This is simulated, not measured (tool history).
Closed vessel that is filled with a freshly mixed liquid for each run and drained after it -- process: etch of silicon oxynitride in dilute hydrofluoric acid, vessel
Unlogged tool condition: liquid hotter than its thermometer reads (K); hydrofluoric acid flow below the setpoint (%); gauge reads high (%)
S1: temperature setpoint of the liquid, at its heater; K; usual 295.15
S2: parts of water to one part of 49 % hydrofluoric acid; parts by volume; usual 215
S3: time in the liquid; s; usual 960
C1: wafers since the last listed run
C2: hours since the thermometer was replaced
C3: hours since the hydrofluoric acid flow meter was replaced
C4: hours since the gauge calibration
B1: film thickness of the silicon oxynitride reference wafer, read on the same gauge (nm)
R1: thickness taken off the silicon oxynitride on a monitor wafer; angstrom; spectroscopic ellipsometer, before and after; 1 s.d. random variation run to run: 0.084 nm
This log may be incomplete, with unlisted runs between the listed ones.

{"run": 1, "hour": 0.0, "S1": 295.15, "S2": 215, "S3": 960, "C1": 0, "C2": 1251.9, "C3": 563.4, "C4": 750.5, "B1": 79.98, "R1": 168.5}
{"run": 2, "hour": 43.9, "S1": 297.65, "S2": 215, "S3": 960, "C1": 1896, "C2": 1295.8, "C3": 607.3, "C4": 794.4, "B1": 79.98, "R1": 190.3}
{"run": 3, "hour": 92.2, "S1": 295.15, "S2": 215, "S3": 960, "C1": 2086, "C2": 1344.1, "C3": 655.6, "C4": 842.7, "B1": 79.97, "R1": 171.3}
{"hour": 119.3, "done": "hydrofluoric acid flow meter replaced"}
{"run": 4, "hour": 123.4, "S1": 295.15, "S2": 215, "S3": 960, "C1": 1304, "C2": 1375.3, "C3": 4.1, "C4": 873.9, "B1": 80.07, "R1": 169.4}
{"run": 5, "hour": 153.0, "S1": 295.15, "S2": 215, "S3": 960, "C1": 1278, "C2": 1404.9, "C3": 33.7, "C4": 903.5, "B1": 79.96, "R1": 171.2}
{"run": 6, "hour": 219.1, "S1": 295.15, "S2": 215, "S3": 960, "C1": 2855, "C2": 1471.0, "C3": 99.8, "C4": 969.6, "B1": 80.03, "R1": 169.5}
{"run": 7, "hour": 255.1, "S1": 295.15, "S2": 215, "S3": 960, "C1": 1555, "C2": 1507.0, "C3": 135.8, "C4": 1005.6, "B1": 80.03, "R1": 171.4}
{"run": 8, "hour": 286.5, "S1": 295.15, "S2": 215, "S3": 960, "C1": 1356, "C2": 1538.4, "C3": 167.2, "C4": 1037.0, "B1": 80.04, "R1": 171.3}
{"run": 9, "hour": 331.3, "S1": 295.15, "S2": 215, "S3": 960, "C1": 1935, "C2": 1583.2, "C3": 212.0, "C4": 1081.8, "B1": 79.93, "R1": 170.3}
{"run": 10, "hour": 379.3, "S1": 297.15, "S2": 215, "S3": 960, "C1": 2073, "C2": 1631.2, "C3": 260.0, "C4": 1129.8, "B1": 80.01, "R1": 187.2}
{"run": 11, "hour": 438.2, "S1": 297.15, "S2": 215, "S3": 960, "C1": 2544, "C2": 1690.1, "C3": 318.9, "C4": 1188.7, "B1": 79.99, "R1": 188.6}
{"run": 12, "hour": 486.1, "S1": 295.15, "S2": 215, "S3": 960, "C1": 2069, "C2": 1738.0, "C3": 366.8, "C4": 1236.6, "B1": 79.99, "R1": 170.5}
{"run": 13, "hour": 540.8, "S1": 295.15, "S2": 215, "S3": 960, "C1": 2363, "C2": 1792.7, "C3": 421.5, "C4": 1291.3, "B1": 79.99, "R1": 169.6}
{"run": 14, "hour": 569.6, "S1": 295.15, "S2": 245, "S3": 960, "C1": 1244, "C2": 1821.5, "C3": 450.3, "C4": 1320.1, "B1": 80.03, "R1": 147.0}
{"hour": 588.1, "done": "gauge calibrated"}
{"run": 15, "hour": 597.3, "S1": 293.15, "S2": 305, "S3": 395, "C1": 1196, "C2": 1849.2, "C3": 478.0, "C4": 9.2, "B1": 80.05, "R1": 42.6}
{"run": 16, "hour": 630.1, "S1": 295.15, "S2": 125, "S3": 960, "C1": 1417, "C2": 1882.0, "C3": 510.8, "C4": 42.0, "B1": 79.99, "R1": 313.2}
{"run": 17, "hour": 662.8, "S1": 297.65, "S2": 215, "S3": 740, "C1": 1412, "C2": 1914.7, "C3": 543.5, "C4": 74.7, "B1": 79.99, "R1": 146.8}
{"run": 18, "hour": 720.8, "S1": 295.15, "S2": 260, "S3": 960, "C1": 2505, "C2": 1972.7, "C3": 601.5, "C4": 132.7, "B1": 80.0, "R1": 136.1}
{"hour": 743.7, "done": "thermometer replaced"}
{"hour": 747.3, "done": "hydrofluoric acid flow meter replaced"}
{"run": 19, "hour": 764.8, "S1": 295.15, "S2": 215, "S3": 960, "C1": 1814, "C2": 21.1, "C3": 17.5, "C4": 176.7, "B1": 79.97, "R1": 171.4}
{"run": 20, "hour": 806.4, "S1": 300.15, "S2": 255, "S3": 1165, "C1": 1797, "C2": 62.7, "C3": 59.1, "C4": 218.3, "B1": 79.97, "R1": 210.0}
{"run": 21, "hour": 852.3, "S1": 300.15, "S2": 215, "S3": 1360, "C1": 1983, "C2": 108.6, "C3": 105.0, "C4": 264.2, "B1": 80.0, "R1": 301.2}
{"run": 22, "hour": 888.0, "S1": 295.15, "S2": 215, "S3": 960, "C1": 1542, "C2": 144.3, "C3": 140.7, "C4": 299.9, "B1": 80.0, "R1": 169.5}
{"run": 23, "hour": 922.0, "S1": 297.65, "S2": 145, "S3": 960, "C1": 1468, "C2": 178.3, "C3": 174.7, "C4": 333.9, "B1": 80.05, "R1": 298.9}
{"run": 24, "hour": 980.0, "S1": 290.65, "S2": 215, "S3": 1310, "C1": 2505, "C2": 236.3, "C3": 232.7, "C4": 391.9, "B1": 80.0, "R1": 188.4}
{"run": 25, "hour": 1042.9, "S1": 295.15, "S2": 125, "S3": 1235, "C1": 2717, "C2": 299.2, "C3": 295.6, "C4": 454.8, "B1": 79.97, "R1": 405.7}
{"run": 26, "hour": 1077.4, "S1": 295.15, "S2": 305, "S3": 960, "C1": 1490, "C2": 333.7, "C3": 330.1, "C4": 489.3, "B1": 80.0, "R1": 113.5}
{"run": 27, "hour": 1127.6, "S1": 298.15, "S2": 215, "S3": 1535, "C1": 2168, "C2": 383.9, "C3": 380.3, "C4": 539.5, "B1": 80.05, "R1": 310.7}
{"run": 28, "hour": 1162.1, "S1": 295.15, "S2": 215, "S3": 960, "C1": 1490, "C2": 418.4, "C3": 414.8, "C4": 574.0, "B1": 80.02, "R1": 170.9}
{"run": 29, "hour": 1205.5, "S1": 296.65, "S2": 300, "S3": 1180, "C1": 1875, "C2": 461.8, "C3": 458.2, "C4": 617.4, "B1": 80.03, "R1": 151.2}

Consider 3 possible next runs. They are alternatives, not a sequence: every one starts from the tool as it was left by run 29. What does each give?
{"run": "A", "hour": 1206.4, "S1": 295.15, "S2": 290, "S3": 960, "C1": 38, "C2": 462.7, "C3": 459.1, "C4": 618.3, "B1": "?", "R1": "?"}
{"run": "B", "hour": 1206.4, "S1": 298.15, "S2": 315, "S3": 650, "C1": 38, "C2": 462.7, "C3": 459.1, "C4": 618.3, "B1": "?", "R1": "?"}
{"run": "C", "hour": 1206.4, "S1": 291.65, "S2": 155, "S3": 960, "C1": 38, "C2": 462.7, "C3": 459.1, "C4": 618.3, "B1": "?", "R1": "?"}

run=A B1=80.01 R1=120.5
run=B B1=80.01 R1=83.9
run=C B1=80.01 R1=209.6
What these runs would have given with no unlogged condition in the tool:
run=A R1=120.5
run=B R1=83.9
run=C R1=209.6
